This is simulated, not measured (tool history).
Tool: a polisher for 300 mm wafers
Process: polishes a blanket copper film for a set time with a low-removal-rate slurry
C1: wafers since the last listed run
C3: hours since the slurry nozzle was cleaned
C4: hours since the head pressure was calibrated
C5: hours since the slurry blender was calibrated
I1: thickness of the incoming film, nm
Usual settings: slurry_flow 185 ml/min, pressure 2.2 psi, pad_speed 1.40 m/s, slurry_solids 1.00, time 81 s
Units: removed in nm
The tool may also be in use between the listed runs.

{"run": 1, "day": 0.0, "slurry_flow": 185, "pressure": 2.7, "pad_speed": 1.4, "slurry_solids": 0.8, "time": 81, "C1": 0, "wafers polished on this pad": 379, "C3": 164.1, "C4": 499.5, "C5": 328.5, "I1": 1102.6, "removed": 300.8}
{"day": 2.404, "done": "slurry blender recalibrated"}
{"run": 2, "day": 2.929, "slurry_flow": 185, "pressure": 2.7, "pad_speed": 1.4, "slurry_solids": 0.8, "time": 81, "C1": 508, "wafers polished on this pad": 888, "C3": 234.4, "C4": 569.8, "C5": 12.6, "I1": 1094.8, "removed": 299.7}
{"run": 3, "day": 3.892, "slurry_flow": 185, "pressure": 1.7, "pad_speed": 1.4, "slurry_solids": 1.0, "time": 81, "C1": 171, "wafers polished on this pad": 1060, "C3": 257.5, "C4": 592.9, "C5": 35.7, "I1": 1108.1, "removed": 206.4}
{"run": 4, "day": 4.983, "slurry_flow": 185, "pressure": 1.7, "pad_speed": 1.4, "slurry_solids": 1.0, "time": 81, "C1": 195, "wafers polished on this pad": 1255, "C3": 283.7, "C4": 619.1, "C5": 61.9, "I1": 1092.9, "removed": 205.9}
{"day": 5.296, "done": "worn pad replaced by a new one"}
{"run": 5, "day": 6.067, "slurry_flow": 185, "pressure": 2.2, "pad_speed": 1.76, "slurry_solids": 1.0, "time": 81, "C1": 163, "wafers polished on this pad": 137, "C3": 309.7, "C4": 645.1, "C5": 87.9, "I1": 1080.1, "removed": 331.3}
{"run": 6, "day": 6.954, "slurry_flow": 185, "pressure": 2.5, "pad_speed": 1.4, "slurry_solids": 1.0, "time": 81, "C1": 158, "wafers polished on this pad": 296, "C3": 331.0, "C4": 666.4, "C5": 109.2, "I1": 1101.7, "removed": 297.2}
{"run": 7, "day": 8.383, "slurry_flow": 185, "pressure": 2.5, "pad_speed": 1.4, "slurry_solids": 1.0, "time": 81, "C1": 255, "wafers polished on this pad": 551, "C3": 365.3, "C4": 700.7, "C5": 143.5, "I1": 1083.7, "removed": 293.1}
{"day": 9.975, "done": "slurry nozzle cleaned"}
{"run": 8, "day": 12.175, "slurry_flow": 185, "pressure": 2.2, "pad_speed": 1.3, "slurry_solids": 1.0, "time": 81, "C1": 669, "wafers polished on this pad": 1221, "C3": 52.8, "C4": 791.7, "C5": 234.5, "I1": 1102.7, "removed": 224.0}
{"day": 12.8, "done": "worn pad replaced by a new one"}
{"run": 9, "day": 13.125, "slurry_flow": 185, "pressure": 2.2, "pad_speed": 1.3, "slurry_solids": 1.0, "time": 81, "C1": 139, "wafers polished on this pad": 57, "C3": 75.6, "C4": 814.5, "C5": 257.3, "I1": 1104.7, "removed": 224.8}
{"run": 10, "day": 14.15, "slurry_flow": 185, "pressure": 2.2, "pad_speed": 1.3, "slurry_solids": 1.0, "time": 81, "C1": 183, "wafers polished on this pad": 241, "C3": 100.2, "C4": 839.1, "C5": 281.9, "I1": 1082.5, "removed": 219.8}
{"run": 11, "day": 14.825, "slurry_flow": 185, "pressure": 2.2, "pad_speed": 1.4, "slurry_solids": 1.0, "time": 81, "C1": 120, "wafers polished on this pad": 361, "C3": 116.4, "C4": 855.3, "C5": 298.1, "I1": 1081.3, "removed": 232.2}
{"run": 12, "day": 16.496, "slurry_flow": 185, "pressure": 2.2, "pad_speed": 1.4, "slurry_solids": 1.0, "time": 81, "C1": 298, "wafers polished on this pad": 660, "C3": 156.5, "C4": 895.4, "C5": 338.2, "I1": 1082.6, "removed": 229.9}
{"day": 17.004, "done": "slurry nozzle cleaned, repeated, since the last time left the tool worse"}
{"day": 17.296, "done": "slurry blender recalibrated"}
{"run": 13, "day": 17.842, "slurry_flow": 185, "pressure": 2.2, "pad_speed": 1.16, "slurry_solids": 1.0, "time": 81, "C1": 218, "wafers polished on this pad": 878, "C3": 20.1, "C4": 927.7, "C5": 13.1, "I1": 1089.0, "removed": 225.4}
{"run": 14, "day": 18.558, "slurry_flow": 185, "pressure": 2.2, "pad_speed": 1.16, "slurry_solids": 1.0, "time": 81, "C1": 128, "wafers polished on this pad": 1006, "C3": 37.3, "C4": 944.9, "C5": 30.3, "I1": 1098.7, "removed": 222.7}
{"day": 19.721, "done": "worn pad replaced by a new one"}
{"run": 15, "day": 19.858, "slurry_flow": 230, "pressure": 2.2, "pad_speed": 1.4, "slurry_solids": 1.0, "time": 87, "C1": 202, "wafers polished on this pad": 24, "C3": 68.5, "C4": 976.1, "C5": 61.5, "I1": 1113.7, "removed": 301.2}
{"run": 16, "day": 21.325, "slurry_flow": 185, "pressure": 2.2, "pad_speed": 1.4, "slurry_solids": 1.3, "time": 81, "C1": 262, "wafers polished on this pad": 286, "C3": 103.7, "C4": 1011.3, "C5": 96.7, "I1": 1093.8, "removed": 297.3}
{"day": 21.592, "done": "head pressure recalibrated"}
{"run": 17, "day": 22.292, "slurry_flow": 185, "pressure": 2.2, "pad_speed": 1.4, "slurry_solids": 1.0, "time": 81, "C1": 157, "wafers polished on this pad": 444, "C3": 126.9, "C4": 16.8, "C5": 119.9, "I1": 1100.7, "removed": 271.6}
{"run": 18, "day": 23.55, "slurry_flow": 220, "pressure": 3.0, "pad_speed": 1.4, "slurry_solids": 0.75, "time": 81, "C1": 224, "wafers polished on this pad": 669, "C3": 157.1, "C4": 47.0, "C5": 150.1, "I1": 1097.6, "removed": 338.5}
{"run": 19, "day": 24.075, "slurry_flow": 185, "pressure": 2.2, "pad_speed": 1.4, "slurry_solids": 1.0, "time": 109, "C1": 93, "wafers polished on this pad": 763, "C3": 169.7, "C4": 59.6, "C5": 162.7, "I1": 1089.0, "removed": 366.9}
{"run": 20, "day": 24.821, "slurry_flow": 185, "pressure": 1.9, "pad_speed": 1.12, "slurry_solids": 1.0, "time": 81, "C1": 133, "wafers polished on this pad": 896, "C3": 187.6, "C4": 77.5, "C5": 180.6, "I1": 1101.9, "removed": 183.5}
{"run": 21, "day": 25.946, "slurry_flow": 185, "pressure": 2.2, "pad_speed": 1.4, "slurry_solids": 1.0, "time": 81, "C1": 200, "wafers polished on this pad": 1097, "C3": 214.6, "C4": 104.5, "C5": 207.6, "I1": 1098.0, "removed": 263.7}
{"run": 22, "day": 27.308, "slurry_flow": 185, "pressure": 2.2, "pad_speed": 1.4, "slurry_solids": 1.0, "time": 101, "C1": 243, "wafers polished on this pad": 1340, "C3": 247.3, "C4": 137.2, "C5": 240.3, "I1": 1090.5, "removed": 334.5}
{"day": 28.125, "done": "worn pad replaced by a new one"}
{"run": 23, "day": 28.217, "slurry_flow": 185, "pressure": 2.2, "pad_speed": 1.3, "slurry_solids": 1.0, "time": 81, "C1": 132, "wafers polished on this pad": 16, "C3": 269.1, "C4": 159.0, "C5": 262.1, "I1": 1116.4, "removed": 243.9}
{"run": 24, "day": 29.217, "slurry_flow": 185, "pressure": 2.2, "pad_speed": 1.4, "slurry_solids": 1.0, "time": 81, "C1": 178, "wafers polished on this pad": 195, "C3": 293.1, "C4": 183.0, "C5": 286.1, "I1": 1087.8, "removed": 261.8}
{"run": 25, "day": 30.412, "slurry_flow": 185, "pressure": 1.7, "pad_speed": 1.64, "slurry_solids": 0.85, "time": 61, "C1": 213, "wafers polished on this pad": 408, "C3": 321.8, "C4": 211.7, "C5": 314.8, "I1": 1100.2, "removed": 173.5}
{"run": 26, "day": 31.667, "slurry_flow": 215, "pressure": 2.2, "pad_speed": 1.74, "slurry_solids": 1.0, "time": 81, "C1": 224, "wafers polished on this pad": 632, "C3": 351.9, "C4": 241.8, "C5": 344.9, "I1": 1105.8, "removed": 326.9}
{"day": 31.821, "done": "slurry nozzle cleaned"}
{"day": 32.775, "done": "slurry blender recalibrated"}
{"run": 27, "day": 32.967, "slurry_flow": 185, "pressure": 1.5, "pad_speed": 1.4, "slurry_solids": 1.0, "time": 81, "C1": 209, "wafers polished on this pad": 842, "C3": 27.5, "C4": 273.0, "C5": 4.6, "I1": 1104.8, "removed": 186.2}
{"run": 28, "day": 33.812, "slurry_flow": 185, "pressure": 2.2, "pad_speed": 1.4, "slurry_solids": 1.0, "time": 101, "C1": 151, "wafers polished on this pad": 993, "C3": 47.8, "C4": 293.3, "C5": 24.9, "I1": 1086.1, "removed": 341.7}
{"run": 29, "day": 34.358, "slurry_flow": 215, "pressure": 2.7, "pad_speed": 1.4, "slurry_solids": 1.0, "time": 103, "C1": 97, "wafers polished on this pad": 1091, "C3": 60.9, "C4": 306.4, "C5": 38.0, "I1": 1103.2, "removed": 426.2}
{"day": 35.408, "done": "worn pad replaced by a new one"}
{"run": 30, "day": 35.725, "slurry_flow": 185, "pressure": 1.6, "pad_speed": 1.4, "slurry_solids": 1.0, "time": 81, "C1": 214, "wafers polished on this pad": 56, "C3": 93.7, "C4": 339.2, "C5": 70.8, "I1": 1117.1, "removed": 201.4}
{"run": 31, "day": 36.296, "slurry_flow": 185, "pressure": 2.2, "pad_speed": 1.4, "slurry_solids": 1.0, "time": 81, "C1": 101, "wafers polished on this pad": 158, "C3": 107.4, "C4": 352.9, "C5": 84.5, "I1": 1120.4, "removed": 267.8}

Hidden state at the last listed run before each entry between runs and at the first one after, where it differs:
Between runs 1 and 2: slurry blender recalibrated (day 2.404)
  slurry flow missing at the pad, %: 10.9 -> 15.2
  measured less the result without the state, removed: -5.9 -> -8.6 nm
Between runs 4 and 5: worn pad replaced by a new one (day 5.296)
  slurry flow missing at the pad, %: 18.2 -> 19.8
  measured less the result without the state, removed: -7.4 -> -13.2 nm
Between runs 7 and 8: slurry nozzle cleaned (day 9.975)
  slurry flow missing at the pad, %: 23.3 -> 45
  measured less the result without the state, removed: -14.5 -> -32.2 nm
Between runs 8 and 9: worn pad replaced by a new one (day 12.800)
  slurry flow missing at the pad, %: 45 -> 46.4
  measured less the result without the state, removed: -32.2 -> -34.5 nm
Between runs 12 and 13: slurry nozzle cleaned, repeated, since the last time left the tool worse (day 17.004); slurry blender recalibrated (day 17.296)
  slurry flow missing at the pad, %: 51.4 -> 2.55
  measured less the result without the state, removed: -44.4 -> -1.0 nm
Between runs 14 and 15: worn pad replaced by a new one (day 19.721)
  slurry flow missing at the pad, %: 3.61 -> 5.53
  measured less the result without the state, removed: -1.3 -> -2.2 nm
Between runs 16 and 17: head pressure recalibrated (day 21.592)
  slurry flow missing at the pad, %: 7.7 -> 9.13
  measured less the result without the state, removed: -3.9 -> -4.3 nm
Between runs 22 and 23: worn pad replaced by a new one (day 28.125)
  slurry flow missing at the pad, %: 16.5 -> 17.9
  measured less the result without the state, removed: -10.6 -> -8.5 nm
Between runs 26 and 27: slurry nozzle cleaned (day 31.821); slurry blender recalibrated (day 32.775)
  slurry flow missing at the pad, %: 23 -> 2.56
  measured less the result without the state, removed: -13.5 -> -0.8 nm
Between runs 29 and 30: worn pad replaced by a new one (day 35.408)
  slurry flow missing at the pad, %: 4.62 -> 6.64
  measured less the result without the state, removed: -2.7 -> -2.3 nm

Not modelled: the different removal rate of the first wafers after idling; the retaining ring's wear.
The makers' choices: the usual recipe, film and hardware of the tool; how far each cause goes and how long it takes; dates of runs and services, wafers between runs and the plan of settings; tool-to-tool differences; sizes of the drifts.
